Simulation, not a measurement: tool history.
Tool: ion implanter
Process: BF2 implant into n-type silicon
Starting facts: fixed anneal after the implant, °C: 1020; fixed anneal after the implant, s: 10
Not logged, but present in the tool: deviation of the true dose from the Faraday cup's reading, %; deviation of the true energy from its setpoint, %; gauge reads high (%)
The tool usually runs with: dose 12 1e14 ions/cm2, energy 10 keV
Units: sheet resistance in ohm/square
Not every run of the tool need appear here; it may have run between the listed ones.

run,day,dose,energy,wafers since the last listed run,hours since the last dose calibration,hours since the extraction supply was calibrated,hours since the gauge calibration,"read-back reference wafer on the same gauge, sheet resistance",sheet resistance
1,0,12,10,0,1179,5291.2,50.9,308.12,263.49
2,0.929,12,10,557,1201.3,5313.5,73.2,307.97,260.25
3,2.15,12,10,732,1230.6,5342.8,102.5,308.07,260.68
4,2.912,12,10,457,1248.9,5361.1,120.8,307.89,259.87
5,3.521,9.26,10,365,1263.5,5375.7,135.4,307.78,275.35
6,4.6,9.26,10,647,1289.4,5401.6,161.3,307.9,277.76
7,5.979,9.26,10,828,1322.5,5434.7,194.4,307.85,277.37
8,7.321,12,10,805,1354.7,5466.9,226.6,308.19,261.48
9,8.092,12,10,462,1373.2,5485.4,245.1,307.88,260.92
10,9.575,12,10,890,1408.8,5521,280.7,308.02,258.56
11,10.671,12,10,657,1435.1,5547.3,307,307.95,260.62
# day 11.517: extraction supply calibrated
12,11.538,9.91,10,320,1455.9,0.5,327.8,307.92,272.3
13,12.025,10.44,7.5,292,1467.6,12.2,339.5,308.11,294.41
# day 12.479: Faraday cup replaced and dose calibrated
14,12.967,10.45,13,365,11.7,34.8,362.1,308.13,245.44
15,13.529,12,6.5,337,25.2,48.3,375.6,308.1,298.67
16,16.712,14.78,11,1911,101.6,124.7,452,308.09,242.53
17,17.217,12,10,302,113.7,136.8,464.1,308.18,261.38
# day 17.675: gauge calibrated
18,18.008,13.79,8,475,132.7,155.8,8,308.1,273.05
19,19.396,10.43,10,833,166,189.1,41.3,308.2,268.79
20,20.471,12,10,645,191.8,214.9,67.1,308.08,261.8
21,21.933,14.49,8.5,878,226.9,250,102.2,307.94,266.67
22,22.733,12,8,480,246.1,269.2,121.4,307.75,279.51

Here are 5 independent what-if runs from the current tool condition. What would each one return?
A,22.75,10.59,10,10,246.5,269.6,121.8,?,?
B,22.75,9.31,10,10,246.5,269.6,121.8,?,?
C,22.75,12.99,10,10,246.5,269.6,121.8,?,?
D,22.75,10.91,11.5,10,246.5,269.6,121.8,?,?
E,22.75,14.8,12,10,246.5,269.6,121.8,?,?

run,"read-back reference wafer on the same gauge, sheet resistance",sheet resistance
A,308.14,268.39
B,308.14,277.73
C,308.14,256.98
D,308.14,253.82
E,308.14,235.77
With the hidden condition removed and each run's random variation left untouched, the same runs would have given:
run,sheet resistance
A,268.39
B,277.73
C,256.98
D,253.82
E,235.77
